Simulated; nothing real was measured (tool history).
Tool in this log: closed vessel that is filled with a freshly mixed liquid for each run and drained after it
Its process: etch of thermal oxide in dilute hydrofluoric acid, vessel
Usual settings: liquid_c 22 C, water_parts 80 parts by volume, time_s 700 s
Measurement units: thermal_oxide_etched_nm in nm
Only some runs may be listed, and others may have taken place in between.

| run | hour | liquid_c | water_parts | time_s | wafers since the last listed run | hours since the thermometer was replaced | hours since the hydrofluoric acid flow meter was replaced | hours since the gauge calibration | read-back film thickness of the thermal oxide reference wafer, read on the same gauge (nm) | thermal_oxide_etched_nm |
|---|---|---|---|---|---|---|---|---|---|---|
| 1 | 0 | 22 | 80 | 700 | 0 | 239.6 | 1044.4 | 720.1 | 29.98 | 33.97 |
| 2 | 96.3 | 22 | 80 | 700 | 7149 | 335.9 | 1140.7 | 816.4 | 30.01 | 34.59 |
| 3 | 203.3 | 18 | 80 | 440 | 7944 | 442.9 | 1247.7 | 923.4 | 29.99 | 17.94 |
| 4 | 295.4 | 18 | 80 | 440 | 6837 | 535 | 1339.8 | 1015.5 | 30 | 18.03 |
| 5 | 390.2 | 22 | 80 | 700 | 7038 | 629.8 | 1434.6 | 1110.3 | 29.97 | 34.29 |
| 6 | 488.2 | 24 | 80 | 700 | 7275 | 727.8 | 1532.6 | 1208.3 | 29.98 | 36.58 |
| 7 | 533.4 | 22 | 80 | 840 | 3355 | 773 | 1577.8 | 1253.5 | 29.97 | 40.64 |
|  | 617 | gauge calibrated |
| 8 | 639 | 19 | 110 | 700 | 7840 | 878.6 | 1683.4 | 22 | 30.03 | 20.78 |
|  | 669.5 | thermometer replaced |
| 9 | 719.5 | 22 | 80 | 700 | 5902 | 50 | 1763.9 | 102.5 | 30.02 | 34.85 |
|  | 829.4 | hydrofluoric acid flow meter replaced |
| 10 | 1036.6 | 19 | 80 | 700 | 23468 | 367.1 | 207.2 | 419.6 | 30.03 | 28.7 |
| 11 | 1123 | 22 | 80 | 545 | 6414 | 453.5 | 293.6 | 506 | 30.02 | 25.48 |
| 12 | 1165.5 | 19.5 | 80 | 1000 | 3155 | 496 | 336.1 | 548.5 | 30 | 42.51 |
| 13 | 1211.6 | 18 | 80 | 440 | 3422 | 542.1 | 382.2 | 594.6 | 30.02 | 17.64 |
| 14 | 1255.6 | 17 | 80 | 860 | 3266 | 586.1 | 426.2 | 638.6 | 29.95 | 32.44 |
| 15 | 1330.8 | 22 | 80 | 700 | 5583 | 661.3 | 501.4 | 713.8 | 30 | 32.72 |

Measured minus without-hidden-state, run by run (identical run-to-run variation in each term; gauge scatter may differ):
What the log doesn't record here: liquid colder than its thermometer reads (K); hydrofluoric acid flow above the setpoint (%); gauge reads high (%).
| run | thermal_oxide_etched_nm |
|---|---|
| 1 | +0.71 |
| 2 | +0.67 |
| 3 | +0.3 |
| 4 | +0.27 |
| 5 | +0.5 |
| 6 | +0.5 |
| 7 | +0.5 |
| 8 | +0.23 |
| 9 | +1.58 |
| 10 | -0.38 |
| 11 | -0.36 |
| 12 | -0.63 |
| 13 | -0.29 |
| 14 | -0.56 |
| 15 | -0.56 |
